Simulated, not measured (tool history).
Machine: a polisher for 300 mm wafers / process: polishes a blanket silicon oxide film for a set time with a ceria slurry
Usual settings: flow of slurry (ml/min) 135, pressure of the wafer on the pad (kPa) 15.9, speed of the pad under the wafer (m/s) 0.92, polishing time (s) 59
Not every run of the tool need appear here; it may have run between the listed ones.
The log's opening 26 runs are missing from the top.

run,hour,flow of slurry (ml/min),pressure of the wafer on the pad (kPa),speed of the pad under the wafer (m/s),polishing time (s),"incoming thickness of the incoming film, nm",film removed (nm)
27,428.8,135,15.9,0.62,70,1197.1,121.1
28,440.5,105,14.5,0.72,40,1217.8,68.9
29,454.1,155,12.4,1.00,79,1208.2,178.7
# hour 461.3: worn pad replaced by a new one
30,507.0,135,15.9,0.92,59,1205.7,147.6
31,514.5,150,15.9,1.12,53,1226.8,165.9
32,526.4,180,11.0,0.68,59,1227.6,83.5
33,538.4,135,15.9,0.92,59,1218.2,148.0
34,552.5,125,15.9,0.92,67,1213.7,166.8
# hour 560.1: head pressure recalibrated
35,562.6,135,15.9,0.92,41,1211.7,103.2
36,568.9,115,15.9,0.78,46,1220.5,94.2

Consider 5 possible next runs. They are alternatives, not a sequence: every one starts from the tool as it was left by run 36. What does each give?
A,569.3,135,15.9,0.92,59,1220.8,?
B,569.3,150,15.9,0.92,66,1220.8,?
C,569.3,135,15.9,1.00,59,1220.8,?
D,569.3,135,20.0,0.78,41,1220.8,?
E,569.3,95,13.8,1.04,59,1220.8,?

run,film removed (nm)
A,149.2
B,170.8
C,162.2
D,109.4
E,134.3
Without the tool's unlogged condition, the same runs would have read:
run,film removed (nm)
A,152.0
B,173.6
C,165.2
D,111.5
E,137.9
